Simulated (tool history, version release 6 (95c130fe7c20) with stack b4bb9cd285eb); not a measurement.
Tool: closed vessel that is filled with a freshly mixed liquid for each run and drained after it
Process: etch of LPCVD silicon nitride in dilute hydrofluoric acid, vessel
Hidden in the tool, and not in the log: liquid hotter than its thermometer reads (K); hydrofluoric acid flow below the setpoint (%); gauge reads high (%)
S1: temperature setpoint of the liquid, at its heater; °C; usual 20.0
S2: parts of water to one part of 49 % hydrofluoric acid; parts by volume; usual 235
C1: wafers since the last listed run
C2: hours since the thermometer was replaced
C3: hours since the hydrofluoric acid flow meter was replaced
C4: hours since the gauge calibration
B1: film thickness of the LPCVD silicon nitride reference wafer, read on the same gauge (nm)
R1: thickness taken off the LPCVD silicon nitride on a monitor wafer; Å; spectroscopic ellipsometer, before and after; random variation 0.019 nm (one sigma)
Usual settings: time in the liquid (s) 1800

run 1 hour=0.0 | S1=17.0 S2=235 time_in_the_liquid_(s)=1800 | C1=0 C2=2379.4 C3=1682.6 C4=114.6 | B1=80.019 | R1=22.61
run 2 hour=7.4 | S1=20.0 S2=235 time_in_the_liquid_(s)=1800 | C1=208 C2=2386.8 C3=1690.0 C4=122.0 | B1=79.995 | R1=27.54
run 3 hour=20.0 | S1=20.0 S2=235 time_in_the_liquid_(s)=1800 | C1=354 C2=2399.4 C3=1702.6 C4=134.6 | B1=79.985 | R1=27.82
run 4 hour=36.7 | S1=20.0 S2=235 time_in_the_liquid_(s)=1800 | C1=469 C2=2416.1 C3=1719.3 C4=151.3 | B1=79.984 | R1=27.63
run 5 hour=48.4 | S1=20.0 S2=235 time_in_the_liquid_(s)=1800 | C1=329 C2=2427.8 C3=1731.0 C4=163.0 | B1=80.011 | R1=27.91
run 6 hour=59.7 | S1=20.0 S2=235 time_in_the_liquid_(s)=1800 | C1=317 C2=2439.1 C3=1742.3 C4=174.3 | B1=80.016 | R1=27.74
run 7 hour=73.0 | S1=20.0 S2=235 time_in_the_liquid_(s)=1800 | C1=374 C2=2452.4 C3=1755.6 C4=187.6 | B1=80.016 | R1=28.04
run 8 hour=79.7 | S1=20.0 S2=235 time_in_the_liquid_(s)=1800 | C1=188 C2=2459.1 C3=1762.3 C4=194.3 | B1=79.993 | R1=27.74
run 9 hour=95.4 | S1=20.0 S2=235 time_in_the_liquid_(s)=1800 | C1=441 C2=2474.8 C3=1778.0 C4=210.0 | B1=80.005 | R1=27.59
run 10 hour=101.7 | S1=20.0 S2=235 time_in_the_liquid_(s)=1800 | C1=177 C2=2481.1 C3=1784.3 C4=216.3 | B1=79.985 | R1=27.68
-- hour=105.9 hydrofluoric acid flow meter replaced
run 11 hour=119.2 | S1=20.0 S2=235 time_in_the_liquid_(s)=1435 | C1=464 C2=2498.6 C3=13.3 C4=233.8 | B1=80.004 | R1=21.99
-- hour=130.1 gauge calibrated
run 12 hour=134.9 | S1=20.0 S2=235 time_in_the_liquid_(s)=1800 | C1=441 C2=2514.3 C3=29.0 C4=4.8 | B1=80.005 | R1=27.66
-- hour=148.1 thermometer replaced
run 13 hour=149.3 | S1=20.0 S2=235 time_in_the_liquid_(s)=1800 | C1=376 C2=1.2 C3=43.4 C4=19.2 | B1=80.004 | R1=27.66
run 14 hour=157.3 | S1=20.0 S2=235 time_in_the_liquid_(s)=1800 | C1=225 C2=9.2 C3=51.4 C4=27.2 | B1=80.007 | R1=27.69
run 15 hour=172.9 | S1=20.0 S2=235 time_in_the_liquid_(s)=1800 | C1=438 C2=24.8 C3=67.0 C4=42.8 | B1=80.012 | R1=27.50
run 16 hour=189.9 | S1=18.5 S2=140 time_in_the_liquid_(s)=1155 | C1=478 C2=41.8 C3=84.0 C4=59.8 | B1=80.004 | R1=26.19
run 17 hour=199.1 | S1=22.5 S2=145 time_in_the_liquid_(s)=1170 | C1=258 C2=51.0 C3=93.2 C4=69.0 | B1=80.004 | R1=33.80
run 18 hour=212.8 | S1=22.0 S2=150 time_in_the_liquid_(s)=820 | C1=385 C2=64.7 C3=106.9 C4=82.7 | B1=80.010 | R1=22.17
run 19 hour=223.2 | S1=18.5 S2=265 time_in_the_liquid_(s)=2525 | C1=292 C2=75.1 C3=117.3 C4=93.1 | B1=80.006 | R1=31.62
run 20 hour=237.9 | S1=20.0 S2=235 time_in_the_liquid_(s)=1800 | C1=413 C2=89.8 C3=132.0 C4=107.8 | B1=80.026 | R1=27.59
run 21 hour=255.8 | S1=20.0 S2=275 time_in_the_liquid_(s)=2860 | C1=503 C2=107.7 C3=149.9 C4=125.7 | B1=79.993 | R1=37.47
run 22 hour=270.2 | S1=17.5 S2=125 time_in_the_liquid_(s)=790 | C1=405 C2=122.1 C3=164.3 C4=140.1 | B1=79.991 | R1=18.90
run 23 hour=281.8 | S1=20.0 S2=270 time_in_the_liquid_(s)=1800 | C1=326 C2=133.7 C3=175.9 C4=151.7 | B1=80.009 | R1=24.31

What the log doesn't show, run by run:
liquid hotter than its thermometer reads (K): 0 in every run
hydrofluoric acid flow below the setpoint (%): 0 in every run
gauge reads high (%): 0 in every run
